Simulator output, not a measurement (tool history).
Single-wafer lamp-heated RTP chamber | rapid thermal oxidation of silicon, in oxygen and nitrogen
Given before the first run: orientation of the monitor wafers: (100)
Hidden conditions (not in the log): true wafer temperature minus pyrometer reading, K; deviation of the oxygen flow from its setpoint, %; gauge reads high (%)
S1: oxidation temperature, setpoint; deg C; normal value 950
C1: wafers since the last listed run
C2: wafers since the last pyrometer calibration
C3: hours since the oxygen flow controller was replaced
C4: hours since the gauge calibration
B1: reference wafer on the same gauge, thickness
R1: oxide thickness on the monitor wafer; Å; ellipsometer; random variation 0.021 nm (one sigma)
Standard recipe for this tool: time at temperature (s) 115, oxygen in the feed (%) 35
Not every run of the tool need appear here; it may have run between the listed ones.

Run 1, hour 0: usual settings; C1 0; C2 3008; C3 1882.2; C4 131.3; B1 3.5. Result: R1 36.51 Å.
At hour 8.4: gauge calibrated.
Run 2, hour 8.8: usual settings; C1 111; C2 3120; C3 1891; C4 0.4; B1 3.494. Result: R1 36.5 Å.
Run 3, hour 34.4: usual settings; C1 325; C2 3445; C3 1916.6; C4 26; B1 3.497. Result: R1 36.65 Å.
Run 4, hour 44.1: usual settings; C1 123; C2 3568; C3 1926.3; C4 35.7; B1 3.499. Result: R1 36.61 Å.
Run 5, hour 56.1: usual settings; C1 152; C2 3721; C3 1938.3; C4 47.7; B1 3.499. Result: R1 36.64 Å.
Run 6, hour 65.4: usual settings but oxygen in the feed (%) 54; C1 118; C2 3839; C3 1947.6; C4 57; B1 3.5. Result: R1 41.63 Å.
At hour 76.3: pyrometer window cleaned and pyrometer calibrated.
Run 7, hour 76.8: usual settings; C1 43; C2 6; C3 1959; C4 68.4; B1 3.498. Result: R1 36.63 Å.
Run 8, hour 83.6: usual settings; C1 86; C2 93; C3 1965.8; C4 75.2; B1 3.498. Result: R1 36.05 Å.
Run 9, hour 94.2: usual settings but S1 930 deg C, time at temperature (s) 135, oxygen in the feed (%) 60; C1 134; C2 227; C3 1976.4; C4 85.8; B1 3.499. Result: R1 39.63 Å.
At hour 107.6: oxygen flow controller replaced.
Run 10, hour 108.1: usual settings but S1 923 deg C, time at temperature (s) 133, oxygen in the feed (%) 48; C1 74; C2 302; C3 0.5; C4 99.7; B1 3.498. Result: R1 35.15 Å.
Run 11, hour 142.3: usual settings; C1 434; C2 737; C3 34.7; C4 133.9; B1 3.5. Result: R1 36.49 Å.
Run 12, hour 148.9: usual settings but oxygen in the feed (%) 46; C1 83; C2 821; C3 41.3; C4 140.5; B1 3.501. Result: R1 39.26 Å.
Run 13, hour 163.9: usual settings but time at temperature (s) 94; C1 190; C2 1012; C3 56.3; C4 155.5; B1 3.502. Result: R1 33.51 Å.
At hour 164.4: gauge calibrated.
Run 14, hour 176.2: usual settings but S1 966 deg C, time at temperature (s) 99, oxygen in the feed (%) 58; C1 156; C2 1168; C3 68.6; C4 11.8; B1 3.5. Result: R1 44.81 Å.
Run 15, hour 189: usual settings but S1 973 deg C, time at temperature (s) 145, oxygen in the feed (%) 62; C1 162; C2 1331; C3 81.4; C4 24.6; B1 3.498. Result: R1 56.73 Å.
Run 16, hour 203.3: usual settings but S1 970 deg C, time at temperature (s) 169; C1 181; C2 1512; C3 95.7; C4 38.9; B1 3.502. Result: R1 48.74 Å.
Run 17, hour 218.7: usual settings but S1 936 deg C, time at temperature (s) 89, oxygen in the feed (%) 17; C1 195; C2 1708; C3 111.1; C4 54.3; B1 3.503. Result: R1 26.62 Å.

Branching from run 17: 3 alternative next runs. What would each branch give?
Run A, hour 219.1: usual settings; C1 5; C2 1713; C3 111.5; C4 54.7; B1 ?. Result: R1 ?.
Run B, hour 219.1: usual settings but S1 931 deg C, time at temperature (s) 137, oxygen in the feed (%) 53; C1 5; C2 1713; C3 111.5; C4 54.7; B1 ?. Result: R1 ?.
Run C, hour 219.1: usual settings but S1 966 deg C, time at temperature (s) 165; C1 5; C2 1713; C3 111.5; C4 54.7; B1 ?. Result: R1 ?.

run     B1     R1
  A  3.496  36.48
  B  3.496  38.73
  C  3.496  47.15
With the hidden condition removed and each run's random variation left untouched, the same runs would have given:
run     R1
  A  36.48
  B  38.73
  C  47.15
